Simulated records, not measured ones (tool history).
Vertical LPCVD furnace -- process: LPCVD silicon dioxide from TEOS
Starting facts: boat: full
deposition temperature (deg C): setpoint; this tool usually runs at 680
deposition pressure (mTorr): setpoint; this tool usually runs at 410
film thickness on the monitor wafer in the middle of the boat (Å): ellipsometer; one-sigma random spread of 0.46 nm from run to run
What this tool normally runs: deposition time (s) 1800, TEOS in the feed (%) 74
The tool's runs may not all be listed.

run,hour,deposition temperature (deg C),deposition pressure (mTorr),deposition time (s),TEOS in the feed (%),wafers since the last listed run,hours since the last temperature calibration,hours since the pressure gauge was zeroed,hours since the TEOS flow controller was replaced,hours since the gauge calibration,"read-back reference wafer on the same gauge, thickness",film thickness on the monitor wafer in the middle of the boat (Å)
1,0.0,680,410,1800,74,0,3945.0,4005.3,7193.1,79.3,153.93,1842.7
2,9.4,680,410,1800,74,189,3954.4,4014.7,7202.5,88.7,154.10,1834.9
3,23.1,680,410,1800,74,276,3968.1,4028.4,7216.2,102.4,153.94,1831.3
4,35.1,680,410,1800,74,242,3980.1,4040.4,7228.2,114.4,153.84,1842.7
5,44.5,680,410,1800,74,189,3989.5,4049.8,7237.6,123.8,154.13,1830.7
# hour 55.2: gauge calibrated
6,59.4,680,410,1800,74,300,4004.4,4064.7,7252.5,4.2,153.98,1835.5
# hour 90.0: thermocouples replaced and temperature profile calibrated
7,90.5,680,410,1800,74,143,0.5,4095.8,7283.6,35.3,154.02,1841.0
8,94.8,680,460,1800,74,86,4.8,4100.1,7287.9,39.6,154.01,1940.3
9,99.1,680,460,1800,74,86,9.1,4104.4,7292.2,43.9,154.03,1942.9
10,103.4,677,440,2490,67,86,13.4,4108.7,7296.5,48.2,154.03,2316.6
# hour 127.9: TEOS flow controller replaced
11,140.8,680,410,1140,86,270,50.8,4146.1,12.9,85.6,154.06,1250.8
12,156.4,680,410,1800,74,314,66.4,4161.7,28.5,101.2,153.87,1832.6
# hour 179.2: gauge calibrated
# hour 193.9: pressure gauge zeroed
13,194.4,690,465,2340,82,282,104.4,0.5,66.5,15.2,153.90,3380.6
14,198.7,680,460,1800,74,86,108.7,4.8,70.8,19.5,154.08,1940.8
15,203.0,671,310,1350,74,86,113.0,9.1,75.1,23.8,154.21,960.4
16,209.0,680,410,1800,81,121,119.0,15.1,81.1,29.8,154.07,1908.7
17,226.0,687,450,2130,82,343,136.0,32.1,98.1,46.8,154.19,2828.3
18,235.1,684,315,1260,74,183,145.1,41.2,107.2,55.9,153.99,1233.5
19,244.6,680,410,2370,86,191,154.6,50.7,116.7,65.4,154.09,2594.0

5 options for the next run, each taken on its own from the tool as it stands now. Forecast them:
A,249.0,680,410,1800,74,88,159.0,55.1,121.1,69.8,?,?
B,249.0,669,445,1380,66,88,159.0,55.1,121.1,69.8,?,?
C,249.0,680,410,1260,74,88,159.0,55.1,121.1,69.8,?,?
D,249.0,680,410,1800,60,88,159.0,55.1,121.1,69.8,?,?
E,249.0,686,440,1320,79,88,159.0,55.1,121.1,69.8,?,?

run,"read-back reference wafer on the same gauge, thickness",film thickness on the monitor wafer in the middle of the boat (Å)
A,153.92,1829.5
B,153.92,1053.5
C,153.92,1280.7
D,153.92,1647.4
E,153.92,1659.5
Without the tool's unlogged condition, the same runs would have read:
run,film thickness on the monitor wafer in the middle of the boat (Å)
A,1829.5
B,1053.5
C,1280.7
D,1647.4
E,1659.5
